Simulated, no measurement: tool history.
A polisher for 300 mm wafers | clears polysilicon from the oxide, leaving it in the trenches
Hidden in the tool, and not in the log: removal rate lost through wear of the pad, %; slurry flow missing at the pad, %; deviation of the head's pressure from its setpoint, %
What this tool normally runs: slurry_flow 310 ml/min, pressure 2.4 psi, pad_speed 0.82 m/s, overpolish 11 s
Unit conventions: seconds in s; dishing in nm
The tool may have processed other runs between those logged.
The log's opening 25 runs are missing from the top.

run    hour  slurry_flow  pressure  pad_speed  overpolish  wafers since the last listed run  wafers polished on this pad  hours since the slurry nozzle was cleaned  hours since the head pressure was calibrated  incoming thickness of the incoming film, nm  seconds  dishing
 26   744.3          310       2.4       0.82           6                               166                          285                                      265.8                                         129.2                                        573.1     56.9     35.1
 27   803.1          310       2.4       0.82          11                               343                          629                                      324.6                                           188                                        569.2     54.4       42
 28     821          310         3       0.82          11                               104                          733                                      342.5                                         205.9                                        573.6     46.6     42.7
 29   842.9          310       2.4       0.82          11                               128                          861                                      364.4                                         227.8                                        567.5       55     41.7
 30   867.5          265       2.2       0.82          11                               143                         1005                                        389                                         252.4                                        568.4     62.1     41.6
 31   894.1          310       2.4       1.08          15                               155                         1161                                      415.6                                           279                                        563.1       43       44
 32     918          365       1.8       1.04          11                               139                         1300                                      439.5                                         302.9                                        573.3     55.6     41.8
 33   932.1          310       2.4       0.82          11                                82                         1383                                      453.6                                           317                                        573.6     57.1     42.2
      946.6  -- worn pad replaced by a new one
 34   958.2          310       2.4       0.82          11                               129                           67                                      479.7                                         343.1                                        569.6       58     42.1
 35  1059.8          310       2.4       0.94          11                               593                          661                                      581.3                                         444.7                                        569.6     53.4     42.8

3 ways to go on from here, each from the tool as it stands after run 35. What would each give?
  A  1060.2          310       2.4       0.82          11                                 2                          664                                      581.7                                         445.1                                        570.5        ?        ?
  B  1060.2          225       2.4       0.82           8                                 2                          664                                      581.7                                         445.1                                        570.5        ?        ?
  C  1060.2          310       2.2       0.82          11                                 2                          664                                      581.7                                         445.1                                        570.5        ?        ?

run  seconds  dishing
  A     60.7     41.9
  B     63.1     38.3
  C     65.3     41.3
Had the tool no hidden state, the same runs would have come out as:
run  seconds  dishing
  A     54.5     42.7
  B     56.5     39.6
  C     58.6     42.2

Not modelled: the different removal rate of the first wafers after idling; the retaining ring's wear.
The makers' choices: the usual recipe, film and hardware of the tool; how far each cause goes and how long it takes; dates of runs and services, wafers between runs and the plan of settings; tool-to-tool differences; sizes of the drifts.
